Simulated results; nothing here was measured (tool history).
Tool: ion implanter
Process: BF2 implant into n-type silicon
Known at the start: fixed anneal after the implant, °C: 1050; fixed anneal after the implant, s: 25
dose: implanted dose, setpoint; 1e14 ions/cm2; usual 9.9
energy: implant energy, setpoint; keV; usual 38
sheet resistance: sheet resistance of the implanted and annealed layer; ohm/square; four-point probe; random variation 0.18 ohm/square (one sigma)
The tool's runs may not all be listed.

run      day   dose  energy  read-back reference wafer on the same gauge, sheet resistance  sheet resistance
  1        0    9.9      38                                                         106.98            124.36
  2    4.088    9.9      38                                                         106.96            124.36
  3    8.446    9.9      38                                                         107.05            124.12
  4   12.821    9.9      35                                                         106.99            125.86
  5   15.312    9.9      35                                                         107.01            125.72
  6   17.229    9.9      38                                                         106.98            124.38
  7   20.092    9.9      38                                                         106.98            123.97
      20.567  -- Faraday cup replaced and dose calibrated
  8   23.362    9.9      38                                                         106.96            123.47
  9   26.867    9.9      38                                                            107            123.31
 10    28.45    9.9      32                                                         106.95            127.27
 11   32.283    9.9      38                                                         106.98            123.66
 12   35.742    9.9      38                                                            107            123.94
 13   38.183    9.9      38                                                            107            123.81
 14   41.583    9.9      38                                                         106.99            124.05
      45.971  -- gauge calibrated
        51.8  -- extraction supply calibrated
 15   53.404    9.9      38                                                         107.04            124.09
 16    57.55  11.95    49.5                                                         107.05            103.53
 17   60.204    9.9      38                                                         107.02            124.08
 18   62.525   12.4      38                                                         106.98            105.48
 19   74.633  11.76    31.5                                                         107.03            113.45
 20   76.467   7.05      51                                                         106.98             162.9
 21   80.871    9.9      38                                                         106.99            124.06
 22   84.212    9.9      38                                                         106.97            124.22
      85.321  -- Faraday cup replaced and dose calibrated
 23   88.629    9.9      38                                                         106.95            122.97
 24   92.425    9.9      38                                                         107.01            123.25
 25   94.492  11.42    30.5                                                         106.98            115.99
 26   96.775    9.9      29                                                         107.03            129.49
 27  100.792    9.9      38                                                         107.02            123.77
 28  103.925  12.55    31.5                                                         107.01            109.02
 29  106.129   9.15      38                                                         106.99            132.13
 30  107.758    9.9      38                                                            107            123.68
 31  109.408   8.93    26.5                                                         106.96            142.47
 32  112.046  11.12      38                                                         106.99            113.21
 33   116.25  11.24      29                                                            107            119.03
 34  119.675   8.89    29.5                                                         107.01            140.78
 35  123.096    9.9      38                                                         107.02            124.47
 36  124.612   12.7    42.5                                                         106.99            101.15

Forecast each of these 5 alternatives for the next run:
  A  124.629   9.9      38                                                              ?                 ?
  B  124.629   9.9    50.5                                                              ?                 ?
  C  124.629  7.22      46                                                              ?                 ?
  D  124.629  8.87    25.5                                                              ?                 ?
  E  124.629   7.8      38                                                              ?                 ?

run  read-back reference wafer on the same gauge, sheet resistance  sheet resistance
  A                                                            107            124.25
  B                                                            107            120.16
  C                                                            107            160.81
  D                                                            107            144.82
  E                                                            107            152.44
Without the tool's hidden state the same runs would have given:
run  sheet resistance
  A            123.32
  B            119.21
  C            159.44
  D            143.81
  E            151.18
